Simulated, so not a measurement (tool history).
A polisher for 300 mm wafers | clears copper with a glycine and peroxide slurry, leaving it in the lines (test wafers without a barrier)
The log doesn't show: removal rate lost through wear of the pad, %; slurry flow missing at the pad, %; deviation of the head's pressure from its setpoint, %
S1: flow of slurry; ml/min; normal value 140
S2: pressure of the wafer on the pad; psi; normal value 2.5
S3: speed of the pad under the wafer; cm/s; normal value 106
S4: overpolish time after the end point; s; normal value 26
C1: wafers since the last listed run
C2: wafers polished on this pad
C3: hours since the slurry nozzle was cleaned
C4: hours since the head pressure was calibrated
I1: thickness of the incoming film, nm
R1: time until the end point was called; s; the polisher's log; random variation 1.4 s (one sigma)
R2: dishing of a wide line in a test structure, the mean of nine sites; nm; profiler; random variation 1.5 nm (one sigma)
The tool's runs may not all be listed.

run	hour	S1	S2	S3	S4	C1	C2	C3	C4	I1	R1	R2
1	0	140	2.5	106	26	0	463	37.4	1413.3	518.5	84.8	86.9
2	13.4	140	2.5	130	26	86	549	50.8	1426.7	514.1	77	90.9
3	23.5	140	2.5	130	26	65	614	60.9	1436.8	509.2	77.6	91.6
# hour 32.3: worn pad replaced by a new one
4	32.8	140	2.8	106	26	34	3	70.2	1446.1	507	82.3	88.4
5	41.3	140	2.5	106	17	54	58	78.7	1454.6	512.7	89	61.1
6	51.5	140	2.5	106	17	65	123	88.9	1464.8	510	85.3	61.4
7	58.1	140	2.5	106	26	42	166	95.5	1471.4	511.5	88.9	86.6
8	74.1	140	2.5	106	26	103	269	111.5	1487.4	510.6	87.9	84.9
9	91.5	140	2.5	106	26	112	381	128.9	1504.8	509.3	86.4	83.8
10	104.5	140	2.5	106	26	83	465	141.9	1517.8	506.3	88.6	88
11	111.4	150	2.5	106	26	44	509	148.8	1524.7	502.1	85.8	82.3
# hour 122.1: worn pad replaced by a new one
# hour 140.4: head pressure recalibrated
12	156.6	150	2.5	106	26	252	209	194	16.2	507.1	84.8	84.7
13	170	140	2.5	106	26	86	295	207.4	29.6	507.4	88.7	84.8
14	181.5	140	2.5	106	26	74	369	218.9	41.1	510.7	88.1	83.9
# hour 196.4: slurry nozzle cleaned
15	198.8	140	3.2	132	11	104	474	2.4	58.4	513.8	75.1	48.8
16	207.7	140	2.5	106	26	57	531	11.3	67.3	513.6	95.3	79.4
# hour 213.2: worn pad replaced by a new one
17	221.4	165	2.5	106	26	62	53	25	81	513.7	92.7	83.4
18	228.8	160	1.7	92	26	47	100	32.4	88.4	519.8	118.6	65.8
# hour 234.3: slurry nozzle cleaned, repeated, since the last time left the tool worse
19	238.5	140	2.5	106	26	56	156	4.2	98.1	507.5	84.8	86
20	249.6	140	2.5	106	26	71	228	15.3	109.2	519.4	89.6	85.1
21	258	105	2	106	26	54	282	23.7	117.6	506.2	97.3	76.2
22	267.1	140	2.5	106	34	58	340	32.8	126.7	510	87	99.2
23	281.6	140	2.5	106	26	93	434	47.3	141.2	512.5	83	86.7
24	287.7	140	2.8	106	39	39	473	53.4	147.3	507.3	80.6	115.5
25	301.5	120	2.1	68	26	88	562	67.2	161.1	519.6	119.6	68.1
# hour 309.4: worn pad replaced by a new one
26	311.2	140	2.9	142	13	36	11	76.9	170.8	504.8	67.3	58.6

Give the tool's hidden conditions for every run:
removal rate lost through wear of the pad, %: 0 across all the runs
deviation of the head's pressure from its setpoint, %: 0 across all the runs
H1: slurry flow missing at the pad, %
run	H1
1	4.66
2	6.17
3	7.3
4	8.35
5	9.31
6	10.5
7	11.2
8	13
9	15
10	16.4
11	17.2
12	22.3
13	23.8
14	25.1
15	48
16	49
17	50.6
18	51.4
19	5.34
20	6.59
21	7.53
22	8.56
23	10.2
24	10.9
25	12.4
26	13.5

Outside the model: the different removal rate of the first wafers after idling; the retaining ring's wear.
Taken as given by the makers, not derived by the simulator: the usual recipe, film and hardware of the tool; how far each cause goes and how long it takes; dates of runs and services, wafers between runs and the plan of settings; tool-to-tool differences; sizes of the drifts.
